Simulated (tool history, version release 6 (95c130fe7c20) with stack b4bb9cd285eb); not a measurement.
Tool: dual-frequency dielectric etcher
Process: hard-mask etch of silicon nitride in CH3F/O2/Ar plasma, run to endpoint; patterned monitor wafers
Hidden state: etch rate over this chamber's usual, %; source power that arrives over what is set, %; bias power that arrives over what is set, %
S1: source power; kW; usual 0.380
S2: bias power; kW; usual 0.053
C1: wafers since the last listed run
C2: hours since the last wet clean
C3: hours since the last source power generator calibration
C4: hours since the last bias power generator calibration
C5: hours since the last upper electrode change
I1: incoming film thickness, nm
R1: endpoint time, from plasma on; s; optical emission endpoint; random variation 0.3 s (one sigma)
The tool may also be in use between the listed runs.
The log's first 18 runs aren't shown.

run 19 day=20.029 | S1=0.330 S2=0.053 | C1=274 C2=481.2 C3=50.3 C4=256.7 C5=5597.4 | I1=28.21 | R1=47.0
run 20 day=21.479 | S1=0.380 S2=0.053 | C1=484 C2=516.0 C3=85.1 C4=291.5 C5=5632.2 | I1=27.98 | R1=43.9
run 21 day=22.204 | S1=0.380 S2=0.053 | C1=242 C2=533.4 C3=102.5 C4=308.9 C5=5649.6 | I1=28.23 | R1=44.4
-- day=23.550 upper electrode replaced
-- day=23.958 wet clean of the chamber
run 22 day=23.979 | S1=0.470 S2=0.043 | C1=122 C2=0.5 C3=145.1 C4=351.5 C5=10.3 | I1=28.16 | R1=43.8
run 23 day=23.992 | S1=0.330 S2=0.063 | C1=4 C2=0.8 C3=145.4 C4=351.8 C5=10.6 | I1=27.88 | R1=47.4
run 24 day=25.117 | S1=0.380 S2=0.053 | C1=375 C2=27.8 C3=172.4 C4=378.8 C5=37.6 | I1=28.14 | R1=45.9
run 25 day=26.750 | S1=0.280 S2=0.041 | C1=545 C2=67.0 C3=211.6 C4=418.0 C5=76.8 | I1=27.95 | R1=56.0
run 26 day=28.121 | S1=0.440 S2=0.058 | C1=457 C2=99.9 C3=244.5 C4=450.9 C5=109.7 | I1=28.22 | R1=41.8
run 27 day=28.867 | S1=0.470 S2=0.064 | C1=249 C2=117.8 C3=262.4 C4=468.8 C5=127.6 | I1=27.75 | R1=39.0
run 28 day=29.779 | S1=0.320 S2=0.061 | C1=304 C2=139.7 C3=284.3 C4=490.7 C5=149.5 | I1=28.40 | R1=48.5
run 29 day=31.008 | S1=0.330 S2=0.043 | C1=410 C2=169.2 C3=313.8 C4=520.2 C5=179.0 | I1=28.02 | R1=50.5
run 30 day=32.192 | S1=0.310 S2=0.053 | C1=395 C2=197.6 C3=342.2 C4=548.6 C5=207.4 | I1=28.32 | R1=50.3
run 31 day=33.325 | S1=0.380 S2=0.053 | C1=378 C2=224.8 C3=369.4 C4=575.8 C5=234.6 | I1=28.05 | R1=44.9
run 32 day=34.338 | S1=0.470 S2=0.063 | C1=338 C2=249.1 C3=393.7 C4=600.1 C5=258.9 | I1=28.10 | R1=39.3
run 33 day=35.054 | S1=0.310 S2=0.042 | C1=239 C2=266.3 C3=410.9 C4=617.3 C5=276.1 | I1=27.82 | R1=51.5
run 34 day=35.717 | S1=0.380 S2=0.049 | C1=221 C2=282.2 C3=426.8 C4=633.2 C5=292.0 | I1=27.96 | R1=45.7
run 35 day=36.504 | S1=0.380 S2=0.057 | C1=262 C2=301.1 C3=445.7 C4=652.1 C5=310.9 | I1=28.02 | R1=43.5
run 36 day=37.421 | S1=0.380 S2=0.046 | C1=306 C2=323.1 C3=467.7 C4=674.1 C5=332.9 | I1=28.17 | R1=46.4

3 ways to go on from here, each from the tool as it stands after run 36. What would each give?
run A day=37.438 | S1=0.380 S2=0.042 | C1=5 C2=323.5 C3=468.1 C4=674.5 C5=333.3 | I1=27.86 | R1=?
run B day=37.438 | S1=0.280 S2=0.066 | C1=5 C2=323.5 C3=468.1 C4=674.5 C5=333.3 | I1=27.86 | R1=?
run C day=37.438 | S1=0.440 S2=0.053 | C1=5 C2=323.5 C3=468.1 C4=674.5 C5=333.3 | I1=27.86 | R1=?

run=A R1=46.5
run=B R1=48.7
run=C R1=41.1
Without the tool's hidden state the same runs would have given:
run=A R1=47.8
run=B R1=50.0
run=C R1=42.3

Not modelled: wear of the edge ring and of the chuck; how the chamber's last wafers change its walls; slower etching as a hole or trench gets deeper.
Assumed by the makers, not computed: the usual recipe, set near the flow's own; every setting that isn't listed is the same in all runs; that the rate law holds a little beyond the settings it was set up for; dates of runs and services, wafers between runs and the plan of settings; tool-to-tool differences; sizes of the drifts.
